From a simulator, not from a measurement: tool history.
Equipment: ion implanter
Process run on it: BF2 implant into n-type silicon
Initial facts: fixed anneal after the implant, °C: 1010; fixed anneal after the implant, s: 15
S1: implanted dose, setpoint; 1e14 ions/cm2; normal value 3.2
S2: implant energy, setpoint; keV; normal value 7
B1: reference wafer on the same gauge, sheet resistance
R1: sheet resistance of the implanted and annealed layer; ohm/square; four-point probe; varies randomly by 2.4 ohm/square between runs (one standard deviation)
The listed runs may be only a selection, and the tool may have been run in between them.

run 1 hour=0 | S1=2.84 S2=7 | B1=454.97 | R1=480.71
run 2 hour=85.4 | S1=3.2 S2=7 | B1=456.75 | R1=453.79
run 3 hour=135.1 | S1=3.2 S2=7 | B1=457.58 | R1=447.48
run 4 hour=208.1 | S1=3.2 S2=5 | B1=457.68 | R1=512.84
run 5 hour=254.4 | S1=3.2 S2=5 | B1=459.68 | R1=517.29
-- hour=341.4 extraction supply calibrated
run 6 hour=350.7 | S1=3.2 S2=5 | B1=459.86 | R1=516.31
run 7 hour=442.5 | S1=2.95 S2=7 | B1=464.07 | R1=487.28
run 8 hour=480.9 | S1=2.95 S2=7 | B1=463.88 | R1=489.63
run 9 hour=558.4 | S1=3.75 S2=8.5 | B1=465.12 | R1=394.21
-- hour=577 gauge calibrated
-- hour=594.5 Faraday cup replaced and dose calibrated
run 10 hour=607.2 | S1=2.95 S2=7 | B1=452.49 | R1=475.03

Run 11 is up next; what results do you expect?
run 11 hour=684.7 | S1=3.49 S2=6 | B1=? | R1=?

B1: 455.29
R1: 455.72 ohm/square
Without the tool's hidden state the same run would have given R1 454.15 ohm/square.
